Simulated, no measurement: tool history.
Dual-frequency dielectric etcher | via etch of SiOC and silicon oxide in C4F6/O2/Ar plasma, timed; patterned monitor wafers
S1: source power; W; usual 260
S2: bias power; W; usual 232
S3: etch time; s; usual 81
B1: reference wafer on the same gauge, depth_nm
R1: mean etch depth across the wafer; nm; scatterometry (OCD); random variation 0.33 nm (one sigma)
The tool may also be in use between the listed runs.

| run | day | S1 | S2 | S3 | B1 | R1 |
|---|---|---|---|---|---|---|
| 1 | 0 | 260 | 262 | 81 | 69.4 | 93.6 |
| 2 | 2.221 | 260 | 262 | 81 | 69.4 | 94.2 |
|  | 3.6 | wet clean of the chamber |
| 3 | 4.858 | 260 | 262 | 81 | 69.5 | 89.5 |
| 4 | 7.658 | 260 | 232 | 81 | 69.5 | 84.2 |
| 5 | 9.346 | 260 | 232 | 81 | 69.5 | 85 |
|  | 11.233 | source power generator calibrated |
| 6 | 11.254 | 260 | 232 | 81 | 69.4 | 84.9 |
| 7 | 13.604 | 260 | 232 | 81 | 69.4 | 85.8 |
|  | 16.6 | upper electrode replaced |
| 8 | 16.621 | 260 | 232 | 81 | 69.5 | 85.4 |
| 9 | 18.267 | 260 | 232 | 81 | 69.5 | 86.2 |
| 10 | 20.117 | 260 | 210 | 81 | 69.5 | 81.6 |
| 11 | 21.746 | 200 | 232 | 96.5 | 69.5 | 87 |
| 12 | 23.042 | 260 | 232 | 81 | 69.5 | 87.2 |
|  | 25.3 | bias power generator calibrated |
|  | 25.579 | wet clean of the chamber |
| 13 | 25.617 | 260 | 232 | 101.5 | 69.6 | 105.1 |
|  | 26.4 | gauge calibrated |
| 14 | 27.033 | 260 | 232 | 81 | 69.5 | 84.4 |
| 15 | 28.812 | 260 | 257 | 81 | 69.5 | 89.1 |
| 16 | 30.892 | 210 | 289 | 81 | 69.5 | 82.9 |
| 17 | 32.271 | 220 | 212 | 89.5 | 69.4 | 80.1 |
| 18 | 35.067 | 260 | 232 | 81 | 69.6 | 86 |

Forecast each of these 4 alternatives for the next run:
| A | 35.083 | 260 | 232 | 71.5 | ? | ? |
| B | 35.083 | 240 | 232 | 81 | ? | ? |
| C | 35.083 | 260 | 207 | 81 | ? | ? |
| D | 35.083 | 300 | 232 | 72.5 | ? | ? |

| run | B1 | R1 |
|---|---|---|
| A | 69.7 | 75.7 |
| B | 69.7 | 81.6 |
| C | 69.7 | 80.6 |
| D | 69.7 | 83.4 |
Without the tool's hidden state the same runs would have given:
| run | R1 |
|---|---|
| A | 74.5 |
| B | 80.3 |
| C | 79.3 |
| D | 82.1 |
